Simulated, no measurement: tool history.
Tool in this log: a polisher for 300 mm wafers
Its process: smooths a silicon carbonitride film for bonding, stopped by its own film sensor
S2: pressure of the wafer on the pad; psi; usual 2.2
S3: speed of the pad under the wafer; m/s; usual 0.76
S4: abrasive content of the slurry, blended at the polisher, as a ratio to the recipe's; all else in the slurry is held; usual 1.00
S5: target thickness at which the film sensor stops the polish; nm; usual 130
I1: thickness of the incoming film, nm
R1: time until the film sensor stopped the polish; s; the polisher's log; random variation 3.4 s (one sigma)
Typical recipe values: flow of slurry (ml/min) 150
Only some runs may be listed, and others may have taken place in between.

{"run": 1, "hour": 0.0, "flow of slurry (ml/min)": 170, "S2": 2.2, "S3": 0.76, "S4": 1.0, "S5": 130, "I1": 160.9, "R1": 201.5}
{"hour": 20.3, "done": "worn pad replaced by a new one"}
{"run": 2, "hour": 27.2, "flow of slurry (ml/min)": 170, "S2": 2.2, "S3": 0.76, "S4": 1.0, "S5": 130, "I1": 159.2, "R1": 178.2}
{"run": 3, "hour": 53.3, "flow of slurry (ml/min)": 120, "S2": 2.2, "S3": 0.76, "S4": 1.0, "S5": 130, "I1": 161.9, "R1": 216.6}
{"run": 4, "hour": 79.2, "flow of slurry (ml/min)": 120, "S2": 2.2, "S3": 0.76, "S4": 1.0, "S5": 130, "I1": 160.7, "R1": 213.0}
{"hour": 88.2, "done": "slurry blender recalibrated"}
{"hour": 97.3, "done": "worn pad replaced by a new one"}
{"run": 5, "hour": 97.8, "flow of slurry (ml/min)": 150, "S2": 1.8, "S3": 0.76, "S4": 1.0, "S5": 136, "I1": 158.6, "R1": 165.0}
{"hour": 127.5, "done": "head pressure recalibrated"}
{"run": 6, "hour": 128.0, "flow of slurry (ml/min)": 150, "S2": 2.2, "S3": 0.76, "S4": 1.0, "S5": 127, "I1": 159.0, "R1": 205.5}
{"run": 7, "hour": 138.8, "flow of slurry (ml/min)": 150, "S2": 2.2, "S3": 0.76, "S4": 1.0, "S5": 130, "I1": 158.2, "R1": 181.9}
{"hour": 154.2, "done": "slurry nozzle cleaned"}
{"run": 8, "hour": 156.0, "flow of slurry (ml/min)": 150, "S2": 2.2, "S3": 0.94, "S4": 1.0, "S5": 124, "I1": 157.9, "R1": 191.0}
{"hour": 174.9, "done": "slurry blender recalibrated"}
{"hour": 178.4, "done": "worn pad replaced by a new one"}
{"run": 9, "hour": 178.9, "flow of slurry (ml/min)": 115, "S2": 2.2, "S3": 0.76, "S4": 1.1, "S5": 137, "I1": 157.5, "R1": 120.1}
{"run": 10, "hour": 203.9, "flow of slurry (ml/min)": 120, "S2": 2.2, "S3": 0.76, "S4": 0.8, "S5": 130, "I1": 157.6, "R1": 201.6}
{"run": 11, "hour": 216.0, "flow of slurry (ml/min)": 150, "S2": 2.2, "S3": 0.76, "S4": 1.0, "S5": 130, "I1": 159.0, "R1": 185.5}
{"run": 12, "hour": 228.8, "flow of slurry (ml/min)": 105, "S2": 2.2, "S3": 0.76, "S4": 1.0, "S5": 130, "I1": 159.5, "R1": 210.8}
{"run": 13, "hour": 257.2, "flow of slurry (ml/min)": 150, "S2": 1.6, "S3": 0.76, "S4": 1.0, "S5": 136, "I1": 158.5, "R1": 197.4}
{"hour": 265.4, "done": "slurry blender recalibrated"}
{"hour": 273.4, "done": "worn pad replaced by a new one"}
{"run": 14, "hour": 273.9, "flow of slurry (ml/min)": 150, "S2": 2.4, "S3": 0.52, "S4": 1.15, "S5": 130, "I1": 161.4, "R1": 216.2}

What if the next run were any one of these 5? Each begins from the tool's condition after run 14:
{"run": "A", "hour": 274.4, "flow of slurry (ml/min)": 150, "S2": 2.2, "S3": 0.5, "S4": 1.0, "S5": 130, "I1": 161.6, "R1": "?"}
{"run": "B", "hour": 274.4, "flow of slurry (ml/min)": 150, "S2": 2.9, "S3": 0.92, "S4": 0.85, "S5": 123, "I1": 161.6, "R1": "?"}
{"run": "C", "hour": 274.4, "flow of slurry (ml/min)": 150, "S2": 2.2, "S3": 0.76, "S4": 0.85, "S5": 130, "I1": 161.6, "R1": "?"}
{"run": "D", "hour": 274.4, "flow of slurry (ml/min)": 150, "S2": 1.8, "S3": 0.58, "S4": 1.0, "S5": 134, "I1": 161.6, "R1": "?"}
{"run": "E", "hour": 274.4, "flow of slurry (ml/min)": 150, "S2": 2.2, "S3": 0.66, "S4": 1.0, "S5": 130, "I1": 161.6, "R1": "?"}

run=A R1=259.8
run=B R1=161.4
run=C R1=203.0
run=D R1=246.3
run=E R1=208.1
With no hidden state in the tool, these same runs would have given:
run=A R1=258.4
run=B R1=160.6
run=C R1=201.9
run=D R1=245.0
run=E R1=207.0
